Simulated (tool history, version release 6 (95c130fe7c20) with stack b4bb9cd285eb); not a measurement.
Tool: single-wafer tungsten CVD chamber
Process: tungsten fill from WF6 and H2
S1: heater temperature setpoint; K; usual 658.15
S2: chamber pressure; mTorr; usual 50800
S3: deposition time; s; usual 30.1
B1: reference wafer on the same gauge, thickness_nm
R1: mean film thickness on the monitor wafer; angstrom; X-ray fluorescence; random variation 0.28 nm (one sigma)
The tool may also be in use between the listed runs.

{"run": 1, "hour": 0.0, "S1": 658.15, "S2": 50800, "S3": 30.1, "B1": 97.834, "R1": 890.96}
{"run": 2, "hour": 70.1, "S1": 658.15, "S2": 50800, "S3": 30.1, "B1": 98.122, "R1": 889.97}
{"run": 3, "hour": 131.2, "S1": 658.15, "S2": 50800, "S3": 30.1, "B1": 97.9, "R1": 891.21}
{"run": 4, "hour": 167.3, "S1": 663.15, "S2": 50800, "S3": 30.1, "B1": 97.926, "R1": 972.46}
{"run": 5, "hour": 193.0, "S1": 663.15, "S2": 50800, "S3": 30.1, "B1": 97.919, "R1": 967.4}
{"run": 6, "hour": 229.4, "S1": 663.15, "S2": 50800, "S3": 30.1, "B1": 97.858, "R1": 970.93}
{"hour": 270.7, "done": "showerhead replaced"}
{"hour": 273.7, "done": "gauge calibrated"}
{"run": 7, "hour": 277.7, "S1": 658.15, "S2": 40800, "S3": 30.1, "B1": 97.909, "R1": 750.05}
{"run": 8, "hour": 315.1, "S1": 658.15, "S2": 50800, "S3": 30.1, "B1": 97.89, "R1": 893.2}
{"run": 9, "hour": 340.4, "S1": 652.15, "S2": 62700, "S3": 35.2, "B1": 97.883, "R1": 1075.56}
{"hour": 352.9, "done": "thermocouple changed; heater temperature recalibrated"}
{"run": 10, "hour": 383.0, "S1": 669.15, "S2": 57600, "S3": 30.1, "B1": 97.912, "R1": 1175.23}
{"run": 11, "hour": 435.2, "S1": 658.15, "S2": 57100, "S3": 30.1, "B1": 97.838, "R1": 966.6}
{"run": 12, "hour": 474.9, "S1": 658.15, "S2": 50800, "S3": 30.1, "B1": 97.889, "R1": 895.46}
{"run": 13, "hour": 515.6, "S1": 658.15, "S2": 61200, "S3": 30.1, "B1": 97.934, "R1": 1010.91}
{"hour": 544.7, "done": "capacitance manometer re-zeroed and calibrated"}
{"run": 14, "hour": 558.6, "S1": 673.15, "S2": 39000, "S3": 26.9, "B1": 97.955, "R1": 793.55}
{"run": 15, "hour": 611.3, "S1": 670.15, "S2": 50800, "S3": 26.9, "B1": 97.947, "R1": 936.72}
{"run": 16, "hour": 679.9, "S1": 658.15, "S2": 50800, "S3": 30.1, "B1": 97.917, "R1": 865.82}
{"run": 17, "hour": 740.8, "S1": 644.15, "S2": 50800, "S3": 34.3, "B1": 97.896, "R1": 764.91}

Forecast each of these 5 alternatives for the next run:
{"run": "A", "hour": 741.2, "S1": 673.15, "S2": 50800, "S3": 30.1, "B1": "?", "R1": "?"}
{"run": "B", "hour": 741.2, "S1": 647.15, "S2": 50800, "S3": 27.5, "B1": "?", "R1": "?"}
{"run": "C", "hour": 741.2, "S1": 658.15, "S2": 43900, "S3": 34.9, "B1": "?", "R1": "?"}
{"run": "D", "hour": 741.2, "S1": 663.15, "S2": 38200, "S3": 30.1, "B1": "?", "R1": "?"}
{"run": "E", "hour": 741.2, "S1": 651.15, "S2": 61100, "S3": 31.7, "B1": "?", "R1": "?"}

run=A B1=97.823 R1=1115.21
run=B B1=97.823 R1=649.91
run=C B1=97.823 R1=898.22
run=D B1=97.823 R1=747.40
run=E B1=97.823 R1=911.65
Without the tool's hidden state the same runs would have given:
run=A R1=1101.30
run=B R1=641.80
run=C R1=886.64
run=D R1=737.58
run=E R1=900.76
